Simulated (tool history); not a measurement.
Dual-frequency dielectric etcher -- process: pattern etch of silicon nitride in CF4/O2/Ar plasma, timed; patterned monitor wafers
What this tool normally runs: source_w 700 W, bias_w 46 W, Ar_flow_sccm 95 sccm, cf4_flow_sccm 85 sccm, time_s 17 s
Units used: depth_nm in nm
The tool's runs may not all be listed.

| run | hour | source_w | bias_w | Ar_flow_sccm | cf4_flow_sccm | time_s | read-back reference wafer on the same gauge, depth_nm | depth_nm |
|---|---|---|---|---|---|---|---|---|
| 1 | 0 | 700 | 46 | 95 | 85 | 17 | 47.03 | 42.07 |
| 2 | 51.3 | 700 | 46 | 95 | 85 | 17 | 47.01 | 42.03 |
|  | 140.9 | wet clean of the chamber |
| 3 | 141.4 | 700 | 46 | 95 | 85 | 18.5 | 47.01 | 45.85 |
| 4 | 220.4 | 700 | 46 | 95 | 85 | 17 | 46.99 | 42.04 |
|  | 227.1 | Ar flow controller replaced |
| 5 | 264.6 | 700 | 53 | 78 | 85 | 17 | 46.97 | 44.92 |
|  | 285.3 | bias power generator calibrated |
| 6 | 368 | 700 | 46 | 95 | 85 | 17 | 46.97 | 41.83 |
|  | 450.5 | upper electrode replaced |
| 7 | 472.9 | 700 | 46 | 95 | 69 | 17 | 46.98 | 40.7 |
| 8 | 549.5 | 700 | 46 | 95 | 85 | 17 | 47.01 | 41.87 |
| 9 | 606.1 | 870 | 46 | 95 | 85 | 17 | 47.05 | 46.29 |
|  | 621.4 | CF4 flow controller replaced |
| 10 | 646.9 | 700 | 50 | 95 | 85 | 17 | 47.04 | 43.16 |
|  | 719.8 | wet clean of the chamber |
| 11 | 726 | 700 | 46 | 95 | 85 | 17 | 46.98 | 41.89 |
| 12 | 792.6 | 590 | 46 | 95 | 85 | 19 | 47.02 | 43.43 |
|  | 804.5 | gauge calibrated |
| 13 | 895.6 | 700 | 46 | 95 | 101 | 17 | 47 | 42.68 |
| 14 | 972.3 | 700 | 46 | 95 | 85 | 17 | 47.01 | 41.55 |

Predict the results of run 15:
|  | 987.2 | source power generator calibrated |
| 15 | 1045.2 | 700 | 46 | 86 | 95 | 13 | ? | ? |

Run 15 produced read-back reference wafer on the same gauge, depth_nm 46.98, depth_nm 33.19 nm.
Minus the tool's unlogged condition, the same run would have read depth_nm 33.25 nm.
